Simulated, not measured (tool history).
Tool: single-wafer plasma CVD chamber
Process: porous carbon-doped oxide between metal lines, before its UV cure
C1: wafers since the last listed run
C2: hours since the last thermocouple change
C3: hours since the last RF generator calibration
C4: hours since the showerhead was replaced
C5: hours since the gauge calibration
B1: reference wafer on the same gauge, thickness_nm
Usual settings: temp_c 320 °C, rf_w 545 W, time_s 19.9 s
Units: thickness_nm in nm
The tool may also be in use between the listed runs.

run 1 hour=0.0 | temp_c=320 rf_w=545 time_s=19.9 | C1=0 C2=2156.8 C3=328.0 C4=3245.8 C5=763.0 | B1=108.972 | thickness_nm=104.971
run 2 hour=23.4 | temp_c=320 rf_w=545 time_s=19.9 | C1=559 C2=2180.2 C3=351.4 C4=3269.2 C5=786.4 | B1=109.041 | thickness_nm=104.603
run 3 hour=48.9 | temp_c=316 rf_w=545 time_s=19.9 | C1=609 C2=2205.7 C3=376.9 C4=3294.7 C5=811.9 | B1=109.003 | thickness_nm=107.028
run 4 hour=67.1 | temp_c=316 rf_w=545 time_s=19.9 | C1=435 C2=2223.9 C3=395.1 C4=3312.9 C5=830.1 | B1=109.063 | thickness_nm=107.034
run 5 hour=102.9 | temp_c=320 rf_w=545 time_s=22.8 | C1=855 C2=2259.7 C3=430.9 C4=3348.7 C5=865.9 | B1=109.012 | thickness_nm=118.906
run 6 hour=118.0 | temp_c=320 rf_w=580 time_s=19.9 | C1=360 C2=2274.8 C3=446.0 C4=3363.8 C5=881.0 | B1=108.960 | thickness_nm=109.182
run 7 hour=144.6 | temp_c=320 rf_w=580 time_s=19.9 | C1=635 C2=2301.4 C3=472.6 C4=3390.4 C5=907.6 | B1=108.927 | thickness_nm=109.201
run 8 hour=164.5 | temp_c=320 rf_w=580 time_s=19.9 | C1=475 C2=2321.3 C3=492.5 C4=3410.3 C5=927.5 | B1=108.981 | thickness_nm=109.034
run 9 hour=192.3 | temp_c=320 rf_w=545 time_s=19.9 | C1=664 C2=2349.1 C3=520.3 C4=3438.1 C5=955.3 | B1=108.961 | thickness_nm=104.016
run 10 hour=224.1 | temp_c=320 rf_w=545 time_s=19.9 | C1=760 C2=2380.9 C3=552.1 C4=3469.9 C5=987.1 | B1=109.005 | thickness_nm=104.049
run 11 hour=256.2 | temp_c=320 rf_w=545 time_s=19.9 | C1=767 C2=2413.0 C3=584.2 C4=3502.0 C5=1019.2 | B1=109.007 | thickness_nm=104.231
run 12 hour=269.9 | temp_c=320 rf_w=545 time_s=19.9 | C1=327 C2=2426.7 C3=597.9 C4=3515.7 C5=1032.9 | B1=108.953 | thickness_nm=104.077
-- hour=277.6 gauge calibrated
run 13 hour=301.1 | temp_c=320 rf_w=545 time_s=19.9 | C1=745 C2=2457.9 C3=629.1 C4=3546.9 C5=23.5 | B1=109.002 | thickness_nm=103.620
run 14 hour=314.1 | temp_c=320 rf_w=545 time_s=19.9 | C1=310 C2=2470.9 C3=642.1 C4=3559.9 C5=36.5 | B1=109.021 | thickness_nm=103.720
run 15 hour=331.1 | temp_c=320 rf_w=545 time_s=19.9 | C1=406 C2=2487.9 C3=659.1 C4=3576.9 C5=53.5 | B1=108.956 | thickness_nm=103.765
run 16 hour=350.9 | temp_c=320 rf_w=545 time_s=19.9 | C1=473 C2=2507.7 C3=678.9 C4=3596.7 C5=73.3 | B1=109.027 | thickness_nm=103.598
run 17 hour=448.0 | temp_c=310 rf_w=455 time_s=19.9 | C1=2321 C2=2604.8 C3=776.0 C4=3693.8 C5=170.4 | B1=109.022 | thickness_nm=94.841
run 18 hour=465.7 | temp_c=330 rf_w=495 time_s=19.9 | C1=423 C2=2622.5 C3=793.7 C4=3711.5 C5=188.1 | B1=108.993 | thickness_nm=90.926
-- hour=480.2 thermocouple changed; heater temperature recalibrated
run 19 hour=488.2 | temp_c=320 rf_w=545 time_s=19.9 | C1=346 C2=8.0 C3=816.2 C4=3734.0 C5=210.6 | B1=108.997 | thickness_nm=106.820
run 20 hour=502.1 | temp_c=320 rf_w=445 time_s=19.9 | C1=332 C2=21.9 C3=830.1 C4=3747.9 C5=224.5 | B1=108.983 | thickness_nm=90.332
run 21 hour=515.8 | temp_c=330 rf_w=495 time_s=19.9 | C1=327 C2=35.6 C3=843.8 C4=3761.6 C5=238.2 | B1=108.947 | thickness_nm=93.879
run 22 hour=532.7 | temp_c=334 rf_w=600 time_s=20.9 | C1=404 C2=52.5 C3=860.7 C4=3778.5 C5=255.1 | B1=109.035 | thickness_nm=111.399
run 23 hour=558.9 | temp_c=320 rf_w=545 time_s=19.9 | C1=626 C2=78.7 C3=886.9 C4=3804.7 C5=281.3 | B1=108.969 | thickness_nm=106.983
run 24 hour=577.9 | temp_c=320 rf_w=545 time_s=19.9 | C1=454 C2=97.7 C3=905.9 C4=3823.7 C5=300.3 | B1=108.970 | thickness_nm=106.781
-- hour=595.6 RF generator calibrated
-- hour=623.4 showerhead replaced
run 25 hour=623.9 | temp_c=320 rf_w=545 time_s=19.9 | C1=717 C2=143.7 C3=28.3 C4=0.5 C5=346.3 | B1=109.019 | thickness_nm=108.601
run 26 hour=656.2 | temp_c=309 rf_w=460 time_s=21.7 | C1=772 C2=176.0 C3=60.6 C4=32.8 C5=378.6 | B1=109.010 | thickness_nm=110.292
run 27 hour=685.2 | temp_c=328 rf_w=635 time_s=19.9 | C1=693 C2=205.0 C3=89.6 C4=61.8 C5=407.6 | B1=108.984 | thickness_nm=115.480
run 28 hour=701.0 | temp_c=315 rf_w=485 time_s=17.3 | C1=377 C2=220.8 C3=105.4 C4=77.6 C5=423.4 | B1=108.957 | thickness_nm=88.854
run 29 hour=715.8 | temp_c=320 rf_w=545 time_s=19.9 | C1=353 C2=235.6 C3=120.2 C4=92.4 C5=438.2 | B1=108.994 | thickness_nm=108.086
run 30 hour=744.1 | temp_c=320 rf_w=545 time_s=19.9 | C1=676 C2=263.9 C3=148.5 C4=120.7 C5=466.5 | B1=108.997 | thickness_nm=107.532
run 31 hour=762.9 | temp_c=331 rf_w=545 time_s=18.2 | C1=449 C2=282.7 C3=167.3 C4=139.5 C5=485.3 | B1=108.990 | thickness_nm=92.803
run 32 hour=796.0 | temp_c=328 rf_w=500 time_s=23.0 | C1=791 C2=315.8 C3=200.4 C4=172.6 C5=518.4 | B1=108.935 | thickness_nm=110.899
run 33 hour=820.6 | temp_c=320 rf_w=545 time_s=22.4 | C1=588 C2=340.4 C3=225.0 C4=197.2 C5=543.0 | B1=108.999 | thickness_nm=120.490

5 ways to go on from here, each from the tool as it stands after run 33. What would each give?
run A hour=821.0 | temp_c=320 rf_w=545 time_s=19.9 | C1=9 C2=340.8 C3=225.4 C4=197.6 C5=543.4 | B1=? | thickness_nm=?
run B hour=821.0 | temp_c=320 rf_w=510 time_s=17.9 | C1=9 C2=340.8 C3=225.4 C4=197.6 C5=543.4 | B1=? | thickness_nm=?
run C hour=821.0 | temp_c=308 rf_w=545 time_s=19.9 | C1=9 C2=340.8 C3=225.4 C4=197.6 C5=543.4 | B1=? | thickness_nm=?
run D hour=821.0 | temp_c=333 rf_w=545 time_s=19.9 | C1=9 C2=340.8 C3=225.4 C4=197.6 C5=543.4 | B1=? | thickness_nm=?
run E hour=821.0 | temp_c=335 rf_w=545 time_s=17.0 | C1=9 C2=340.8 C3=225.4 C4=197.6 C5=543.4 | B1=? | thickness_nm=?

run=A B1=108.993 thickness_nm=107.310
run=B B1=108.993 thickness_nm=92.157
run=C B1=108.993 thickness_nm=115.350
run=D B1=108.993 thickness_nm=99.945
run=E B1=108.993 thickness_nm=84.984
Without the tool's hidden state the same runs would have given:
run=A thickness_nm=108.183
run=B thickness_nm=92.911
run=C thickness_nm=116.273
run=D thickness_nm=100.781
run=E thickness_nm=85.696

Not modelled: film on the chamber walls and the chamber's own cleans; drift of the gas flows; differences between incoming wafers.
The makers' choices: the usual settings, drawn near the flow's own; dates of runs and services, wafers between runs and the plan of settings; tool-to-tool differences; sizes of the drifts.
